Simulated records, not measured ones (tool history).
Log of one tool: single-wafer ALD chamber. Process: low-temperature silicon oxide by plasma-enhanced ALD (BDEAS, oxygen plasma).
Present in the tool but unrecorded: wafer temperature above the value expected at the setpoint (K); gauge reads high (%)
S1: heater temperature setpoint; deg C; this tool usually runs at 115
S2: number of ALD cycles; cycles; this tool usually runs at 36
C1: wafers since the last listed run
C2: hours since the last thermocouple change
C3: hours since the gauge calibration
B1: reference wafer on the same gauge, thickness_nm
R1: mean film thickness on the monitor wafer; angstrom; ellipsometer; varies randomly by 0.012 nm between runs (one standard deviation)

run 1 hour=0 | S1=115 S2=38 | C1=0 C2=2556 C3=198.8 | B1=4.982 | R1=49.59
run 2 hour=6 | S1=115 S2=30 | C1=63 C2=2562 C3=204.8 | B1=4.981 | R1=39.15
run 3 hour=16.8 | S1=115 S2=30 | C1=113 C2=2572.8 C3=215.6 | B1=4.981 | R1=38.97
run 4 hour=25.2 | S1=115 S2=30 | C1=88 C2=2581.2 C3=224 | B1=4.978 | R1=39.21
run 5 hour=34.7 | S1=115 S2=36 | C1=100 C2=2590.7 C3=233.5 | B1=4.976 | R1=46.79
run 6 hour=47.1 | S1=115 S2=41 | C1=130 C2=2603.1 C3=245.9 | B1=4.977 | R1=53.32
run 7 hour=56.4 | S1=115 S2=41 | C1=98 C2=2612.4 C3=255.2 | B1=4.977 | R1=53.01
run 8 hour=63.1 | S1=115 S2=41 | C1=70 C2=2619.1 C3=261.9 | B1=4.969 | R1=53.39
run 9 hour=72 | S1=111 S2=36 | C1=93 C2=2628 C3=270.8 | B1=4.968 | R1=47.1
run 10 hour=85.6 | S1=111 S2=36 | C1=143 C2=2641.6 C3=284.4 | B1=4.96 | R1=47.19
run 11 hour=100.9 | S1=115 S2=36 | C1=161 C2=2656.9 C3=299.7 | B1=4.96 | R1=46.83
run 12 hour=108 | S1=115 S2=36 | C1=74 C2=2664 C3=306.8 | B1=4.956 | R1=46.47

Expected results for the next run?
run 13 hour=116.1 | S1=103 S2=30 | C1=85 C2=2672.1 C3=314.9 | B1=? | R1=?

{"run 13": {"B1": 4.955, "R1": 39.6}}
With no hidden state in the tool, this same run would have given R1 40.05 angstrom.

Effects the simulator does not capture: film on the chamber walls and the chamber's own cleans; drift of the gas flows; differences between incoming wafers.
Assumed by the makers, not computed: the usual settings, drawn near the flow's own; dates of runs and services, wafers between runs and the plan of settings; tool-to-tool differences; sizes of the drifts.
